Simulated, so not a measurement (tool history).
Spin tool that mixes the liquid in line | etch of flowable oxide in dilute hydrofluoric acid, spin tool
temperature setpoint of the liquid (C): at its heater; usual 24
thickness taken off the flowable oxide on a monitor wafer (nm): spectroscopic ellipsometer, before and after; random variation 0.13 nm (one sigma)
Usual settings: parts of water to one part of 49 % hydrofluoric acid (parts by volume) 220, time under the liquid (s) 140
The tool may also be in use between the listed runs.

run    hour  temperature setpoint of the liquid (C)  parts of water to one part of 49 % hydrofluoric acid (parts by volume)  time under the liquid (s)  wafers since the last listed run  hours since the thermometer was replaced  hours since the hydrofluoric acid flow meter was replaced  hours since the gauge calibration  read-back film thickness of the flowable oxide reference wafer, read on the same gauge (nm)  thickness taken off the flowable oxide on a monitor wafer (nm)
  1       0                                    21.5                                                                     220                        140                                 0                                     211.1                                                        804                              481.2                                                                                           70                                                           23.17
  2    96.1                                    21.5                                                                     220                        140                               891                                     307.2                                                      900.1                              577.3                                                                                        69.96                                                           23.07
  3   193.2                                      24                                                                     220                        140                               900                                     404.3                                                      997.2                              674.4                                                                                        70.02                                                           25.04
  4   291.3                                      24                                                                     220                        140                               910                                     502.4                                                     1095.3                              772.5                                                                                        70.01                                                           24.73
  5   393.7                                      24                                                                     220                        140                               950                                     604.8                                                     1197.7                              874.9                                                                                        70.01                                                            24.8
  6   486.8                                      24                                                                     220                        140                               863                                     697.9                                                     1290.8                                968                                                                                        69.98                                                           24.67
      493.9  -- thermometer replaced
  7   528.6                                      24                                                                     220                         90                               378                                      34.7                                                     1332.6                             1009.8                                                                                        70.01                                                           16.26
  8   618.5                                      24                                                                     220                         90                               834                                     124.6                                                     1422.5                             1099.7                                                                                        70.02                                                           16.23
  9   665.3                                      24                                                                     270                        190                               434                                     171.4                                                     1469.3                             1146.5                                                                                        70.05                                                           26.56
 10     750                                      24                                                                     270                        190                               785                                     256.1                                                       1554                             1231.2                                                                                        69.93                                                            26.5
 11   816.8                                      24                                                                     270                        190                               619                                     322.9                                                     1620.8                               1298                                                                                        70.04                                                           26.28
 12   866.7                                      24                                                                     220                        140                               462                                     372.8                                                     1670.7                             1347.9                                                                                        70.05                                                           25.08
 13   905.1                                      24                                                                     220                        140                               356                                     411.2                                                     1709.1                             1386.3                                                                                        70.03                                                           24.97
 14   943.5                                      24                                                                     290                        140                               356                                     449.6                                                     1747.5                             1424.7                                                                                        70.03                                                            17.7
 15  1039.4                                    26.5                                                                     220                        140                               889                                     545.5                                                     1843.4                             1520.6                                                                                        69.99                                                           27.08
 16  1111.4                                      22                                                                     255                        180                               668                                     617.5                                                     1915.4                             1592.6                                                                                        70.07                                                           24.67
 17  1202.5                                      24                                                                     315                        140                               845                                     708.6                                                     2006.5                             1683.7                                                                                        69.97                                                           15.41
     1236.9  -- thermometer replaced
 18  1260.7                                      27                                                                     220                        180                               530                                      23.8                                                     2064.7                             1741.9                                                                                        69.99                                                           36.93
       1305  -- hydrofluoric acid flow meter replaced
 19  1308.6                                      21                                                                     220                        195                               435                                      71.7                                                        3.6                             1789.8                                                                                        70.01                                                           31.66
 20  1387.9                                      26                                                                     120                        105                               735                                       151                                                       82.9                             1869.1                                                                                        69.96                                                           42.39
 21  1456.5                                      24                                                                     220                        140                               636                                     219.6                                                      151.5                             1937.7                                                                                        70.02                                                           25.63
     1474.4  -- gauge calibrated
 22  1523.4                                      20                                                                     180                        100                               620                                     286.5                                                      218.4                                 49                                                                                           70                                                           19.72
 23    1572                                      24                                                                     220                        205                               450                                     335.1                                                        267                               97.6                                                                                        70.01                                                           36.83
 24  1608.4                                      24                                                                     220                        140                               337                                     371.5                                                      303.4                                134                                                                                        70.02                                                           25.04
 25  1668.1                                      24                                                                     265                        195                               553                                     431.2                                                      363.1                              193.7                                                                                        70.01                                                           27.76
 26  1757.6                                      22                                                                     260                        175                               830                                     520.7                                                      452.6                              283.2                                                                                        69.98                                                           23.48
     2006.5  -- thermometer replaced
 27  2042.9                                      27                                                                     220                        140                              2637                                      36.4                                                      737.9                              568.5                                                                                        70.02                                                           28.33
 28  2136.8                                      24                                                                     270                        190                               871                                     130.3                                                      831.8                              662.4                                                                                        70.01                                                           26.73
 29  2197.5                                    21.5                                                                     285                        210                               563                                       191                                                      892.5                              723.1                                                                                           70                                                           25.23
 30  2262.3                                      19                                                                     220                         80                               601                                     255.8                                                      957.3                              787.9                                                                                           70                                                           11.91
 31  2363.8                                      28                                                                     220                        140                               941                                     357.3                                                     1058.8                              889.4                                                                                           70                                                            29.1
 32  2424.6                                      24                                                                     220                        140                               564                                     418.1                                                     1119.6                              950.2                                                                                        70.02                                                           25.28

5 ways to go on from here, each from the tool as it stands after run 32. What would each give?
  A  2425.1                                      24                                                                     175                        140                                 4                                     418.6                                                     1120.1                              950.7                                                                                            ?                                                               ?
  B  2425.1                                    22.5                                                                     220                        140                                 4                                     418.6                                                     1120.1                              950.7                                                                                            ?                                                               ?
  C  2425.1                                      27                                                                     320                        140                                 4                                     418.6                                                     1120.1                              950.7                                                                                            ?                                                               ?
  D  2425.1                                      24                                                                     220                        175                                 4                                     418.6                                                     1120.1                              950.7                                                                                            ?                                                               ?
  E  2425.1                                      24                                                                     260                        140                                 4                                     418.6                                                     1120.1                              950.7                                                                                            ?                                                               ?

run  read-back film thickness of the flowable oxide reference wafer, read on the same gauge (nm)  thickness taken off the flowable oxide on a monitor wafer (nm)
  A                                                                                        70.01                                                            32.7
  B                                                                                        70.01                                                           23.45
  C                                                                                        70.01                                                           17.11
  D                                                                                        70.01                                                           30.99
  E                                                                                        70.01                                                           20.15
Without the tool's hidden state the same runs would have given:
run  thickness taken off the flowable oxide on a monitor wafer (nm)
  A                                                           33.63
  B                                                           24.12
  C                                                           17.54
  D                                                           31.86
  E                                                           20.69
